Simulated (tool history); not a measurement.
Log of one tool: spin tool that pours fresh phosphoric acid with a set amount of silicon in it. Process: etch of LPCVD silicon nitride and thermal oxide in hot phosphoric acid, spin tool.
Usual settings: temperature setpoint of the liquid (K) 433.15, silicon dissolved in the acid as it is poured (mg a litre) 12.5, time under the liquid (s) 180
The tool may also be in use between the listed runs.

run   hour  temperature setpoint of the liquid (K)  silicon dissolved in the acid as it is poured (mg a litre)  time under the liquid (s)  read-back film thickness of the LPCVD silicon nitride reference wafer, read on the same gauge (nm)  read-back film thickness of the thermal oxide reference wafer, read on the same gauge (nm)  thickness taken off the LPCVD silicon nitride on a monitor wafer (Å)  thickness taken off the thermal oxide on a monitor wafer (Å)
  1    0.0                                  432.15                                                        12.5                        180                                                                                              140.02                                                                                     150.020                                                                 135.4                                                          4.45
  2   26.6                                  433.15                                                        17.5                         80                                                                                              140.03                                                                                     150.000                                                                  62.1                                                          1.58
  3   53.8                                  430.15                                                         4.5                         90                                                                                              140.02                                                                                     150.016                                                                  63.6                                                          2.08
  4   67.6                                  434.65                                                        15.5                        180                                                                                              139.99                                                                                     150.008                                                                 147.3                                                          4.54
      85.5  -- heated supply line repaired
  5   86.0                                  434.15                                                        12.5                        235                                                                                              140.04                                                                                     149.982                                                                 195.3                                                          6.36
  6   97.7                                  435.15                                                         5.0                        105                                                                                              140.00                                                                                     149.994                                                                  90.6                                                          3.52
     104.7  -- dissolved silicon flow meter replaced
  7  122.1                                  435.65                                                        12.5                        105                                                                                              140.01                                                                                     149.994                                                                  91.7                                                          3.24
  8  135.8                                  431.65                                                        12.5                        180                                                                                              140.01                                                                                     150.007                                                                 136.6                                                          4.21
  9  151.4                                  431.65                                                         7.5                        180                                                                                              140.00                                                                                     149.978                                                                 137.7                                                          4.70
     158.3  -- thermometer replaced
 10  186.4                                  431.65                                                         9.5                        135                                                                                              140.02                                                                                     150.003                                                                  97.6                                                          2.88
 11  209.8                                  433.15                                                        16.5                        180                                                                                              139.98                                                                                     150.004                                                                 134.0                                                          3.59
     231.9  -- gauge calibrated
 12  232.8                                  430.15                                                        15.0                        110                                                                                              140.03                                                                                     149.997                                                                  75.3                                                          1.91
 13  259.9                                  433.15                                                        12.5                        180                                                                                              140.01                                                                                     150.000                                                                 133.7                                                          3.84
 14  278.4                                  435.65                                                         9.0                        275                                                                                              139.95                                                                                     150.036                                                                 226.9                                                          7.35
 15  298.3                                  433.15                                                        12.5                        180                                                                                              140.01                                                                                     150.019                                                                 134.4                                                          4.04
 16  332.9                                  433.15                                                        12.5                        180                                                                                              139.99                                                                                     150.025                                                                 135.9                                                          4.42
 17  348.6                                  433.15                                                        12.5                        285                                                                                              139.97                                                                                     149.989                                                                 214.4                                                          6.50
 18  363.1                                  433.15                                                        12.5                        180                                                                                              139.98                                                                                     150.005                                                                 135.7                                                          4.12
 19  391.1                                  433.15                                                        12.5                        180                                                                                              139.99                                                                                     150.025                                                                 135.9                                                          4.31
 20  420.0                                  435.65                                                        18.5                        115                                                                                              140.04                                                                                     150.028                                                                  93.5                                                          2.74
 21  438.0                                  435.15                                                        12.5                        180                                                                                              140.02                                                                                     149.998                                                                 145.5                                                          4.90
 22  527.6                                  434.15                                                         4.5                        235                                                                                              140.00                                                                                     150.006                                                                 183.5                                                          6.36

Hidden state or all else? Some run-to-run changes of thickness taken off the LPCVD silicon nitride on a monitor wafer (Å), split into what the settings, what came in and random variation would give without the hidden state, and what is left for the hidden state (with any gauge scatter that isn't in both results):
The hidden state here: liquid hotter than its thermometer reads (K); dissolved silicon flow below the setpoint (%); temperature lost on the way to the wafer (K); gauge reads high (%).
Run 4 -> 5: temperature setpoint of the liquid (K) 434.65 -> 434.15, silicon dissolved in the acid as it is poured (mg a litre) 15.5 -> 12.5, time under the liquid (s) 180 -> 235, heated supply line repaired. thickness taken off the LPCVD silicon nitride on a monitor wafer (Å) +48.0: hidden state +8.0, all else +40.0.
Run 5 -> 6: temperature setpoint of the liquid (K) 434.15 -> 435.15, silicon dissolved in the acid as it is poured (mg a litre) 12.5 -> 5.0, time under the liquid (s) 235 -> 105. thickness taken off the LPCVD silicon nitride on a monitor wafer (Å) -104.7: hidden state -6.0, all else -98.7.
Run 9 -> 10: silicon dissolved in the acid as it is poured (mg a litre) 7.5 -> 9.5, time under the liquid (s) 180 -> 135, thermometer replaced. thickness taken off the LPCVD silicon nitride on a monitor wafer (Å) -40.1: hidden state -8.2, all else -31.9.
Run 13 -> 14: temperature setpoint of the liquid (K) 433.15 -> 435.65, silicon dissolved in the acid as it is poured (mg a litre) 12.5 -> 9.0, time under the liquid (s) 180 -> 275. thickness taken off the LPCVD silicon nitride on a monitor wafer (Å) +93.2: hidden state -0.4, all else +93.6.
